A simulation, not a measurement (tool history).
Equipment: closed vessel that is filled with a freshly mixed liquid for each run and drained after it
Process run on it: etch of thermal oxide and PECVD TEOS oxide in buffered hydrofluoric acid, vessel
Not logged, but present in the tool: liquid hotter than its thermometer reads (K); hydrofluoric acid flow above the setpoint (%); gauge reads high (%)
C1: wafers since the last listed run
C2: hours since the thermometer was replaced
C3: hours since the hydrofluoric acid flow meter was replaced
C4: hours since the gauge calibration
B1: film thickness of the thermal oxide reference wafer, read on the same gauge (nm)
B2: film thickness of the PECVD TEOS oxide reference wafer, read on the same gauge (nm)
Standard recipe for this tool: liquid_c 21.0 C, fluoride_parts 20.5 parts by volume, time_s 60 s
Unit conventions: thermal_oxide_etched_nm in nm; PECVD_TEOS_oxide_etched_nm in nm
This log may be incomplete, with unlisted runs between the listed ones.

Run 1, hour 0.0: usual settings; C1 0; C2 881.2; C3 49.7; C4 751.6; B1 40.16; B2 120.39. Result: thermal_oxide_etched_nm 30.50 nm, PECVD_TEOS_oxide_etched_nm 47.41 nm.
Run 2, hour 44.2: usual settings; C1 5445; C2 925.4; C3 93.9; C4 795.8; B1 40.19; B2 120.46. Result: thermal_oxide_etched_nm 30.70 nm, PECVD_TEOS_oxide_etched_nm 47.36 nm.
Run 3, hour 91.8: usual settings; C1 5863; C2 973.0; C3 141.5; C4 843.4; B1 40.22; B2 120.65. Result: thermal_oxide_etched_nm 30.75 nm, PECVD_TEOS_oxide_etched_nm 47.37 nm.
Run 4, hour 143.4: usual settings; C1 6356; C2 1024.6; C3 193.1; C4 895.0; B1 40.26; B2 120.74. Result: thermal_oxide_etched_nm 30.80 nm, PECVD_TEOS_oxide_etched_nm 46.79 nm.
Run 5, hour 169.2: usual settings but liquid_c 18.0 C, fluoride_parts 23.5 parts by volume; C1 3178; C2 1050.4; C3 218.9; C4 920.8; B1 40.29; B2 120.75. Result: thermal_oxide_etched_nm 23.71 nm, PECVD_TEOS_oxide_etched_nm 36.24 nm.
Run 6, hour 195.1: usual settings; C1 3190; C2 1076.3; C3 244.8; C4 946.7; B1 40.28; B2 120.89. Result: thermal_oxide_etched_nm 30.66 nm, PECVD_TEOS_oxide_etched_nm 47.22 nm.
Run 7, hour 244.3: usual settings; C1 6061; C2 1125.5; C3 294.0; C4 995.9; B1 40.34; B2 121.02. Result: thermal_oxide_etched_nm 31.09 nm, PECVD_TEOS_oxide_etched_nm 48.09 nm.
Run 8, hour 276.0: usual settings but liquid_c 17.0 C, fluoride_parts 17.0 parts by volume; C1 3905; C2 1157.2; C3 325.7; C4 1027.6; B1 40.33; B2 121.13. Result: thermal_oxide_etched_nm 29.36 nm, PECVD_TEOS_oxide_etched_nm 44.87 nm.
Run 9, hour 329.6: usual settings but liquid_c 23.5 C, fluoride_parts 13.0 parts by volume, time_s 75 s; C1 6603; C2 1210.8; C3 379.3; C4 1081.2; B1 40.40; B2 121.21. Result: thermal_oxide_etched_nm 69.14 nm, PECVD_TEOS_oxide_etched_nm 106.79 nm.
Run 10, hour 376.6: usual settings but liquid_c 19.0 C, fluoride_parts 12.5 parts by volume; C1 5790; C2 1257.8; C3 426.3; C4 1128.2; B1 40.44; B2 121.41. Result: thermal_oxide_etched_nm 44.89 nm, PECVD_TEOS_oxide_etched_nm 67.81 nm.
Run 11, hour 431.0: usual settings but liquid_c 17.5 C; C1 6701; C2 1312.2; C3 480.7; C4 1182.6; B1 40.52; B2 121.63. Result: thermal_oxide_etched_nm 25.61 nm, PECVD_TEOS_oxide_etched_nm 39.23 nm.
Run 12, hour 491.7: usual settings; C1 7477; C2 1372.9; C3 541.4; C4 1243.3; B1 40.61; B2 121.81. Result: thermal_oxide_etched_nm 31.01 nm, PECVD_TEOS_oxide_etched_nm 47.38 nm.
Run 13, hour 518.0: usual settings but liquid_c 17.0 C, fluoride_parts 24.0 parts by volume, time_s 35 s; C1 3239; C2 1399.2; C3 567.7; C4 1269.6; B1 40.67; B2 121.91. Result: thermal_oxide_etched_nm 12.98 nm, PECVD_TEOS_oxide_etched_nm 19.91 nm.
Run 14, hour 562.9: usual settings but fluoride_parts 17.5 parts by volume; C1 5531; C2 1444.1; C3 612.6; C4 1314.5; B1 40.70; B2 122.03. Result: thermal_oxide_etched_nm 36.09 nm, PECVD_TEOS_oxide_etched_nm 55.08 nm.
Run 15, hour 611.3: usual settings; C1 5962; C2 1492.5; C3 661.0; C4 1362.9; B1 40.75; B2 122.23. Result: thermal_oxide_etched_nm 31.20 nm, PECVD_TEOS_oxide_etched_nm 47.59 nm.
At hour 641.2: gauge calibrated.
Run 16, hour 683.0: usual settings but liquid_c 19.5 C, fluoride_parts 23.0 parts by volume, time_s 30 s; C1 8832; C2 1564.2; C3 732.7; C4 41.8; B1 40.00; B2 119.96. Result: thermal_oxide_etched_nm 13.00 nm, PECVD_TEOS_oxide_etched_nm 19.95 nm.
Run 17, hour 719.6: usual settings but liquid_c 24.0 C; C1 4508; C2 1600.8; C3 769.3; C4 78.4; B1 40.00; B2 119.93. Result: thermal_oxide_etched_nm 36.24 nm, PECVD_TEOS_oxide_etched_nm 56.14 nm.
At hour 740.4: thermometer replaced.
Run 18, hour 756.1: usual settings but liquid_c 19.5 C, fluoride_parts 23.0 parts by volume, time_s 30 s; C1 4373; C2 15.7; C3 805.8; C4 114.9; B1 40.02; B2 119.97. Result: thermal_oxide_etched_nm 12.95 nm, PECVD_TEOS_oxide_etched_nm 19.69 nm.
Run 19, hour 824.7: usual settings but liquid_c 17.0 C, fluoride_parts 13.0 parts by volume; C1 8450; C2 84.3; C3 874.4; C4 183.5; B1 40.02; B2 119.99. Result: thermal_oxide_etched_nm 37.99 nm, PECVD_TEOS_oxide_etched_nm 58.17 nm.
Run 20, hour 856.9: usual settings but liquid_c 17.0 C, fluoride_parts 13.0 parts by volume; C1 3966; C2 116.5; C3 906.6; C4 215.7; B1 39.98; B2 120.02. Result: thermal_oxide_etched_nm 38.14 nm, PECVD_TEOS_oxide_etched_nm 58.40 nm.
Run 21, hour 899.9: usual settings but time_s 80 s; C1 5297; C2 159.5; C3 949.6; C4 258.7; B1 40.06; B2 120.03. Result: thermal_oxide_etched_nm 40.89 nm, PECVD_TEOS_oxide_etched_nm 62.41 nm.
Run 22, hour 938.9: usual settings but time_s 30 s; C1 4804; C2 198.5; C3 988.6; C4 297.7; B1 39.97; B2 120.06. Result: thermal_oxide_etched_nm 15.32 nm, PECVD_TEOS_oxide_etched_nm 23.29 nm.
Run 23, hour 1006.7: usual settings but liquid_c 17.0 C, fluoride_parts 13.0 parts by volume; C1 8352; C2 266.3; C3 1056.4; C4 365.5; B1 40.02; B2 120.12. Result: thermal_oxide_etched_nm 38.30 nm, PECVD_TEOS_oxide_etched_nm 58.14 nm.
Run 24, hour 1034.2: usual settings but liquid_c 19.0 C, fluoride_parts 17.0 parts by volume, time_s 80 s; C1 3387; C2 293.8; C3 1083.9; C4 393.0; B1 40.02; B2 120.14. Result: thermal_oxide_etched_nm 43.55 nm, PECVD_TEOS_oxide_etched_nm 66.31 nm.
Run 25, hour 1095.0: usual settings; C1 7490; C2 354.6; C3 1144.7; C4 453.8; B1 40.07; B2 120.22. Result: thermal_oxide_etched_nm 30.63 nm, PECVD_TEOS_oxide_etched_nm 46.85 nm.
Run 26, hour 1247.4: usual settings but liquid_c 23.5 C, fluoride_parts 22.5 parts by volume; C1 18774; C2 507.0; C3 1297.1; C4 606.2; B1 40.16; B2 120.44. Result: thermal_oxide_etched_nm 33.03 nm, PECVD_TEOS_oxide_etched_nm 50.64 nm.
Run 27, hour 1335.5: usual settings; C1 10853; C2 595.1; C3 1385.2; C4 694.3; B1 40.21; B2 120.62. Result: thermal_oxide_etched_nm 31.02 nm, PECVD_TEOS_oxide_etched_nm 47.37 nm.

Below are 3 alternative next runs, each starting from the tool's condition after run 27. Predict each:
Run A, hour 1336.2: usual settings; C1 86; C2 595.8; C3 1385.9; C4 695.0; B1 ?; B2 ?. Result: thermal_oxide_etched_nm ?, PECVD_TEOS_oxide_etched_nm ?.
Run B, hour 1336.2: usual settings but liquid_c 19.0 C; C1 86; C2 595.8; C3 1385.9; C4 695.0; B1 ?; B2 ?. Result: thermal_oxide_etched_nm ?, PECVD_TEOS_oxide_etched_nm ?.
Run C, hour 1336.2: usual settings but liquid_c 24.0 C, fluoride_parts 15.5 parts by volume, time_s 85 s; C1 86; C2 595.8; C3 1385.9; C4 695.0; B1 ?; B2 ?. Result: thermal_oxide_etched_nm ?, PECVD_TEOS_oxide_etched_nm ?.

run     B1      B2  thermal_oxide_etched_nm  PECVD_TEOS_oxide_etched_nm
  A  40.23  120.67                    30.78                       47.30
  B  40.23  120.67                    27.51                       42.28
  C  40.23  120.67                    67.30                      103.42
Without the tool's hidden state the same runs would have given:
run  thermal_oxide_etched_nm  PECVD_TEOS_oxide_etched_nm
  A                    30.63                       47.06
  B                    27.37                       42.06
  C                    66.96                      102.89

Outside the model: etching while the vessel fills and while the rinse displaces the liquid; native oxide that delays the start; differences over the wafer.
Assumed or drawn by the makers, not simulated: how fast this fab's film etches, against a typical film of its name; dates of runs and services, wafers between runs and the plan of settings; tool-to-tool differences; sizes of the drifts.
